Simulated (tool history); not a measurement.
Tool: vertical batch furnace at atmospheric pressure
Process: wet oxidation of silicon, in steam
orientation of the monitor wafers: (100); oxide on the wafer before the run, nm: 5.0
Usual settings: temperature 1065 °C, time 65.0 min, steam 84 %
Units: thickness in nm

run   hour  temperature  time  steam  read-back reference wafer on the same gauge, thickness  thickness
  1    0.0         1065  65.0     84                                                  533.95     564.66
  2   33.6         1065  65.0     84                                                  533.99     564.22
  3   50.7         1065  65.0     84                                                  534.01     564.15
  4   79.6         1065  65.0     78                                                  534.15     540.17
  5  106.4         1065  65.0     78                                                  533.99     541.12
  6  134.6         1065  65.0     78                                                  534.07     540.62
  7  154.5         1055  88.5     84                                                  534.01     646.04
  8  166.5         1065  65.0     84                                                  533.99     564.15
  9  191.8         1065  65.0     84                                                  533.92     565.46
 10  227.2         1065  65.0     84                                                  533.98     563.34
 11  239.2         1065  65.0     84                                                  534.04     564.58
 12  275.1         1065  81.5     84                                                  533.93     643.90
 13  302.6         1065  81.5     84                                                  533.85     641.61
     323.2  -- gauge calibrated
 14  333.9         1065  81.5     84                                                  534.11     643.12
 15  421.0         1065  84.5     84                                                  534.20     656.53
 16  456.6         1065  84.5     84                                                  534.07     656.83
 17  486.9         1065  65.0     84                                                  534.11     563.21
 18  517.3         1065  65.0     84                                                  534.12     562.49
 19  530.1         1058  65.0     94                                                  533.91     580.44
 20  559.2         1054  91.0     78                                                  534.02     622.96

Forecast run 21:
 21  574.3         1065  65.0     84                                                       ?          ?

read-back reference wafer on the same gauge, thickness: 534.03
thickness: 563.10 nm
Without the tool's hidden state the same run would have given thickness 572.99 nm.

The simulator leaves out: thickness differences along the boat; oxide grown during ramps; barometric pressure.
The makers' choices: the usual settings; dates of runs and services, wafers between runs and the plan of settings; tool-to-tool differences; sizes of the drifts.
